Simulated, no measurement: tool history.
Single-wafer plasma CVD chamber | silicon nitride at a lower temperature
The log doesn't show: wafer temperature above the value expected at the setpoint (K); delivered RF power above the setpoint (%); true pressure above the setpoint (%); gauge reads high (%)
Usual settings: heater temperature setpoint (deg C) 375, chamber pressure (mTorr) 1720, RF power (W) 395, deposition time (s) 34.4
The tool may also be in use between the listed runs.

run   hour  heater temperature setpoint (deg C)  chamber pressure (mTorr)  RF power (W)  deposition time (s)  wafers since the last listed run  hours since the last thermocouple change  hours since the last RF generator calibration  hours since the last manometer calibration  hours since the showerhead was replaced  hours since the gauge calibration  read-back reference wafer on the same gauge, thickness_nm  mean film thickness on the monitor wafer (nm)
  1      0                                  375                      1720           395                 34.4                                 0                                    2483.6                                         1996.2                                       468.1                                   5228.9                              768.6                                                     48.323                                         42.678
  2   23.7                                  375                      1720           395                 32.9                               577                                    2507.3                                         2019.9                                       491.8                                   5252.6                              792.3                                                     48.311                                         40.608
      38.4  -- showerhead replaced
  3   56.5                                  375                      1720           395                 32.9                               603                                    2540.1                                         2052.7                                       524.6                                     18.1                              825.1                                                     48.293                                         41.003
  4  147.1                                  375                      1720           395                 32.9                              2205                                    2630.7                                         2143.3                                       615.2                                    108.7                              915.7                                                     48.254                                             41
  5  169.9                                  367                      1720           395                 34.4                               555                                    2653.5                                         2166.1                                         638                                    131.5                              938.5                                                     48.277                                         42.555
     205.4  -- RF generator calibrated
  6  205.9                                  384                      1450           395                 34.4                               681                                    2689.5                                            0.5                                         674                                    167.5                              974.5                                                     48.289                                         41.853
  7  303.2                                  384                      1450           395                 34.4                              2369                                    2786.8                                           97.8                                       771.3                                    264.8                             1071.8                                                     48.279                                         41.828
     316.3  -- thermocouple changed; heater temperature recalibrated
  8    332                                  375                      1720           395                 34.4                               506                                      15.7                                          126.6                                       800.1                                    293.6                             1100.6                                                     48.334                                         44.633
  9  346.8                                  375                      1720           395                 34.4                               360                                      30.5                                          141.4                                       814.9                                    308.4                             1115.4                                                     48.295                                         44.565
     359.9  -- gauge calibrated
 10  378.6                                  375                      1720           395                 34.4                               774                                      62.3                                          173.2                                       846.7                                    340.2                               18.7                                                     48.288                                         44.665
 11  396.1                                  375                      1330           395                 34.4                               426                                      79.8                                          190.7                                       864.2                                    357.7                               36.2                                                     48.284                                         40.417
 12  411.4                                  375                      1720           395                 32.5                               372                                      95.1                                            206                                       879.5                                      373                               51.5                                                     48.288                                         42.348
 13  424.8                                  375                      1720           395                 34.4                               326                                     108.5                                          219.4                                       892.9                                    386.4                               64.9                                                     48.301                                         44.609
     455.3  -- capacitance manometer re-zeroed and calibrated
 14  455.8                                  375                      1720           395                 34.4                               560                                     139.5                                          250.4                                         0.5                                    417.4                               95.9                                                     48.265                                          43.48
 15  472.7                                  375                      2090           395                 36.6                               411                                     156.4                                          267.3                                        17.4                                    434.3                              112.8                                                      48.33                                         49.525
 16  499.9                                  375                      1450           370                 38.3                               662                                     183.6                                          294.5                                        44.6                                    461.5                                140                                                     48.273                                         43.449
 17  531.5                                  375                      1720           395                   31                               769                                     215.2                                          326.1                                        76.2                                    493.1                              171.6                                                     48.317                                         39.119
 18  560.2                                  375                      1720           395                 30.7                               698                                     243.9                                          354.8                                       104.9                                    521.8                              200.3                                                     48.293                                         38.119
 19  579.3                                  375                      1370           445                 31.9                               465                                       263                                          373.9                                         124                                    540.9                              219.4                                                      48.28                                         39.121
 20  601.7                                  390                      2080           320                 34.4                               545                                     285.4                                          396.3                                       146.4                                    563.3                              241.8                                                     48.316                                         40.724
 21  632.9                                  375                      1720           455                 27.9                               759                                     316.6                                          427.5                                       177.6                                    594.5                                273                                                     48.277                                         37.705

Run 22 comes next. What will it give?
 22  645.3                                  385                      1320           395                 38.3                               301                                       329                                          439.9                                         190                                    606.9                              285.4                                                          ?                                              ?

read-back reference wafer on the same gauge, thickness_nm: 48.32
mean film thickness on the monitor wafer (nm): 43.371
Without the tool's hidden state the same run would have given mean film thickness on the monitor wafer (nm) 44.25.

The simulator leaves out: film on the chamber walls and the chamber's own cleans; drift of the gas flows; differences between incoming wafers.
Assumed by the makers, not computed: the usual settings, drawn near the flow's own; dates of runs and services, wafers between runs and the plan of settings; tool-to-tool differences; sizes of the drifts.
